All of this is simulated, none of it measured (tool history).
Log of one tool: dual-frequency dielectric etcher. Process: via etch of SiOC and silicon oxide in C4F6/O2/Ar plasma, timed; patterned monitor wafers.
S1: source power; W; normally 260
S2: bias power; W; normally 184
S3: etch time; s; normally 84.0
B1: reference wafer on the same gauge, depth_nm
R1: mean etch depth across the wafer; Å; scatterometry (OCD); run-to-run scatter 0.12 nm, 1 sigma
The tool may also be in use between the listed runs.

run 1 hour=0.0 | S1=260 S2=166 S3=90.0 | B1=76.5 | R1=830
run 2 hour=9.0 | S1=260 S2=166 S3=90.0 | B1=76.5 | R1=828
run 3 hour=19.5 | S1=240 S2=184 S3=84.0 | B1=76.5 | R1=770
run 4 hour=33.8 | S1=240 S2=184 S3=84.0 | B1=76.5 | R1=767
run 5 hour=41.5 | S1=240 S2=184 S3=84.0 | B1=76.5 | R1=769
run 6 hour=54.1 | S1=260 S2=184 S3=84.0 | B1=76.5 | R1=789
run 7 hour=63.2 | S1=260 S2=184 S3=84.0 | B1=76.5 | R1=790
run 8 hour=70.1 | S1=260 S2=184 S3=84.0 | B1=76.5 | R1=791
run 9 hour=88.0 | S1=260 S2=184 S3=84.0 | B1=76.5 | R1=788
run 10 hour=97.4 | S1=260 S2=184 S3=84.0 | B1=76.5 | R1=789
run 11 hour=110.3 | S1=260 S2=184 S3=84.0 | B1=76.5 | R1=787
run 12 hour=121.7 | S1=220 S2=162 S3=84.0 | B1=76.5 | R1=718
-- hour=131.3 source power generator calibrated
run 13 hour=139.4 | S1=220 S2=162 S3=84.0 | B1=76.6 | R1=718
run 14 hour=156.2 | S1=260 S2=184 S3=84.0 | B1=76.5 | R1=787
-- hour=156.5 gauge calibrated
run 15 hour=165.5 | S1=260 S2=172 S3=70.5 | B1=76.5 | R1=649
-- hour=197.1 upper electrode replaced
run 16 hour=197.6 | S1=300 S2=222 S3=107.0 | B1=76.5 | R1=1102
run 17 hour=197.9 | S1=300 S2=212 S3=75.0 | B1=76.5 | R1=764
run 18 hour=198.3 | S1=260 S2=202 S3=84.0 | B1=76.5 | R1=803
-- hour=205.2 bias power generator calibrated
-- hour=231.1 wet clean of the chamber
run 19 hour=231.6 | S1=260 S2=224 S3=102.0 | B1=76.5 | R1=1034
run 20 hour=231.9 | S1=290 S2=184 S3=84.0 | B1=76.5 | R1=843
run 21 hour=234.0 | S1=300 S2=222 S3=107.0 | B1=76.5 | R1=1142
run 22 hour=251.6 | S1=260 S2=184 S3=84.0 | B1=76.5 | R1=810
run 23 hour=258.2 | S1=260 S2=184 S3=84.0 | B1=76.5 | R1=808
run 24 hour=270.6 | S1=290 S2=214 S3=63.0 | B1=76.5 | R1=656
run 25 hour=284.1 | S1=220 S2=210 S3=98.0 | B1=76.5 | R1=916
run 26 hour=300.7 | S1=260 S2=184 S3=84.0 | B1=76.5 | R1=805
run 27 hour=316.7 | S1=240 S2=184 S3=64.0 | B1=76.5 | R1=596

The tool's hidden state at each run:
source power that arrives over what is set, %: 0 on each run
bias power that arrives over what is set, %: 0 on each run
gauge reads high (%): 0 on each run
H1: etch rate over this chamber's usual, %
run=1 H1=-2.86
run=2 H1=-2.91
run=3 H1=-2.96
run=4 H1=-3.04
run=5 H1=-3.09
run=6 H1=-3.16
run=7 H1=-3.21
run=8 H1=-3.25
run=9 H1=-3.35
run=10 H1=-3.4
run=11 H1=-3.47
run=12 H1=-3.54
run=13 H1=-3.63
run=14 H1=-3.73
run=15 H1=-3.78
run=16 H1=-3.96
run=17 H1=-3.96
run=18 H1=-3.96
run=19 H1=-0.7
run=20 H1=-0.702
run=21 H1=-0.714
run=22 H1=-0.812
run=23 H1=-0.849
run=24 H1=-0.918
run=25 H1=-0.993
run=26 H1=-1.09
run=27 H1=-1.18
